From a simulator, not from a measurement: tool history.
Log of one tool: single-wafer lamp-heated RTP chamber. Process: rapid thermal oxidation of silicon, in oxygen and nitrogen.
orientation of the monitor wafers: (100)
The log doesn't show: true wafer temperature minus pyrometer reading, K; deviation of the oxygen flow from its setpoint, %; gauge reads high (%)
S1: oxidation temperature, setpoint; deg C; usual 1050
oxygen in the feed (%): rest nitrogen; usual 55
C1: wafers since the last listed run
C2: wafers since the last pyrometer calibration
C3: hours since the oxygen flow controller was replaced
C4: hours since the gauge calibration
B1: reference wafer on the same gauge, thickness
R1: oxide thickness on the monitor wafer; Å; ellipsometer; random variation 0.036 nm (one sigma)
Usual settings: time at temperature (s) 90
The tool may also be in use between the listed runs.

Run 1, hour 0.0: usual settings; C1 0; C2 214; C3 2276.7; C4 2365.7; B1 9.117. Result: R1 84.30 Å.
Run 2, hour 97.8: usual settings; C1 582; C2 796; C3 2374.5; C4 2463.5; B1 9.125. Result: R1 84.54 Å.
Run 3, hour 149.0: usual settings but oxygen in the feed (%) 46; C1 304; C2 1101; C3 2425.7; C4 2514.7; B1 9.128. Result: R1 78.71 Å.
Run 4, hour 235.7: usual settings but oxygen in the feed (%) 46; C1 516; C2 1617; C3 2512.4; C4 2601.4; B1 9.126. Result: R1 79.05 Å.
Run 5, hour 324.4: usual settings but oxygen in the feed (%) 77; C1 528; C2 2145; C3 2601.1; C4 2690.1; B1 9.124. Result: R1 95.76 Å.
Run 6, hour 414.8: usual settings but oxygen in the feed (%) 77; C1 538; C2 2684; C3 2691.5; C4 2780.5; B1 9.124. Result: R1 95.91 Å.
Run 7, hour 481.4: usual settings but oxygen in the feed (%) 77; C1 396; C2 3080; C3 2758.1; C4 2847.1; B1 9.130. Result: R1 97.55 Å.
Run 8, hour 543.7: usual settings; C1 370; C2 3451; C3 2820.4; C4 2909.4; B1 9.116. Result: R1 87.44 Å.
Run 9, hour 612.2: usual settings; C1 407; C2 3859; C3 2888.9; C4 2977.9; B1 9.111. Result: R1 88.25 Å.
At hour 678.8: pyrometer window cleaned and pyrometer calibrated.
Run 10, hour 715.8: usual settings; C1 569; C2 219; C3 2992.5; C4 3081.5; B1 9.121. Result: R1 85.40 Å.
Run 11, hour 765.0: usual settings; C1 292; C2 512; C3 3041.7; C4 3130.7; B1 9.122. Result: R1 85.33 Å.
Run 12, hour 821.2: usual settings; C1 334; C2 847; C3 3097.9; C4 3186.9; B1 9.116. Result: R1 85.23 Å.
Run 13, hour 896.2: usual settings; C1 446; C2 1294; C3 3172.9; C4 3261.9; B1 9.120. Result: R1 86.35 Å.
Run 14, hour 938.9: usual settings but S1 1022 deg C, oxygen in the feed (%) 44; C1 254; C2 1548; C3 3215.6; C4 3304.6; B1 9.116. Result: R1 64.79 Å.
Run 15, hour 1044.6: usual settings but S1 1035 deg C, time at temperature (s) 48, oxygen in the feed (%) 69; C1 629; C2 2177; C3 3321.3; C4 3410.3; B1 9.121. Result: R1 64.27 Å.
Run 16, hour 1143.0: usual settings but S1 1070 deg C, time at temperature (s) 117; C1 585; C2 2763; C3 3419.7; C4 3508.7; B1 9.122. Result: R1 111.23 Å.
At hour 1174.7: oxygen flow controller replaced.
At hour 1179.7: gauge calibrated.
Run 17, hour 1230.2: usual settings but S1 1037 deg C, time at temperature (s) 73, oxygen in the feed (%) 66; C1 471; C2 3234; C3 55.5; C4 50.5; B1 9.124. Result: R1 78.25 Å.
Run 18, hour 1283.7: usual settings but oxygen in the feed (%) 66; C1 318; C2 3553; C3 109.0; C4 104.0; B1 9.124. Result: R1 94.69 Å.
Run 19, hour 1387.6: usual settings but S1 1080 deg C, time at temperature (s) 49, oxygen in the feed (%) 42; C1 618; C2 4172; C3 212.9; C4 207.9; B1 9.113. Result: R1 75.60 Å.
Run 20, hour 1478.5: usual settings but S1 1035 deg C; C1 541; C2 4713; C3 303.8; C4 298.8; B1 9.127. Result: R1 82.30 Å.
At hour 1530.5: pyrometer window cleaned and pyrometer calibrated.
Run 21, hour 1563.0: usual settings but S1 1034 deg C, oxygen in the feed (%) 64; C1 455; C2 193; C3 388.3; C4 383.3; B1 9.118. Result: R1 80.39 Å.
Run 22, hour 1650.3: usual settings but oxygen in the feed (%) 25; C1 519; C2 713; C3 475.6; C4 470.6; B1 9.114. Result: R1 64.46 Å.
Run 23, hour 1720.3: usual settings; C1 416; C2 1130; C3 545.6; C4 540.6; B1 9.113. Result: R1 84.98 Å.
Run 24, hour 1831.6: usual settings but S1 1023 deg C, time at temperature (s) 119, oxygen in the feed (%) 67; C1 662; C2 1792; C3 656.9; C4 651.9; B1 9.119. Result: R1 86.36 Å.
Run 25, hour 1872.7: usual settings but time at temperature (s) 54, oxygen in the feed (%) 65; C1 244; C2 2037; C3 698.0; C4 693.0; B1 9.114. Result: R1 72.56 Å.
Run 26, hour 1977.5: usual settings but S1 1034 deg C, oxygen in the feed (%) 64; C1 623; C2 2661; C3 802.8; C4 797.8; B1 9.121. Result: R1 81.78 Å.
Run 27, hour 2017.5: usual settings; C1 238; C2 2899; C3 842.8; C4 837.8; B1 9.114. Result: R1 86.63 Å.
Run 28, hour 2103.6: usual settings but time at temperature (s) 133, oxygen in the feed (%) 68; C1 512; C2 3412; C3 928.9; C4 923.9; B1 9.125. Result: R1 113.11 Å.
Run 29, hour 2189.9: usual settings but time at temperature (s) 59; C1 513; C2 3925; C3 1015.2; C4 1010.2; B1 9.123. Result: R1 73.23 Å.
Run 30, hour 2233.1: usual settings but oxygen in the feed (%) 73; C1 257; C2 4183; C3 1058.4; C4 1053.4; B1 9.114. Result: R1 99.01 Å.
At hour 2259.3: pyrometer window cleaned and pyrometer calibrated.
Run 31, hour 2277.8: usual settings but S1 1075 deg C, time at temperature (s) 106, oxygen in the feed (%) 82; C1 218; C2 110; C3 1103.1; C4 1098.1; B1 9.129. Result: R1 123.81 Å.
Run 32, hour 2315.2: usual settings; C1 222; C2 332; C3 1140.5; C4 1135.5; B1 9.121. Result: R1 84.44 Å.
Run 33, hour 2376.3: usual settings but S1 1076 deg C, oxygen in the feed (%) 73; C1 363; C2 696; C3 1201.6; C4 1196.6; B1 9.120. Result: R1 111.81 Å.
Run 34, hour 2480.7: usual settings but time at temperature (s) 74; C1 621; C2 1318; C3 1306.0; C4 1301.0; B1 9.118. Result: R1 76.99 Å.
Run 35, hour 2575.9: usual settings; C1 566; C2 1885; C3 1401.2; C4 1396.2; B1 9.129. Result: R1 84.99 Å.
Run 36, hour 2638.2: usual settings but S1 1063 deg C, time at temperature (s) 121; C1 370; C2 2255; C3 1463.5; C4 1458.5; B1 9.127. Result: R1 107.19 Å.
Run 37, hour 2740.2: usual settings but oxygen in the feed (%) 65; C1 607; C2 2863; C3 1565.5; C4 1560.5; B1 9.111. Result: R1 92.13 Å.

The same runs without the tool's hidden state, with the same run-to-run variation:
run      R1
  1   84.14
  2   84.24
  3   78.30
  4   78.32
  5   94.33
  6   93.77
  7   94.75
  8   84.35
  9   84.41
 10   84.10
 11   83.98
 12   83.77
 13   84.64
 14   63.33
 15   62.42
 16  107.30
 17   74.66
 18   89.85
 19   71.01
 20   75.86
 21   79.73
 22   63.87
 23   84.00
 24   84.82
 25   71.14
 26   79.44
 27   83.89
 28  108.49
 29   69.54
 30   93.41
 31  123.20
 32   83.98
 33  111.11
 34   76.22
 35   83.70
 36  105.13
 37   89.52

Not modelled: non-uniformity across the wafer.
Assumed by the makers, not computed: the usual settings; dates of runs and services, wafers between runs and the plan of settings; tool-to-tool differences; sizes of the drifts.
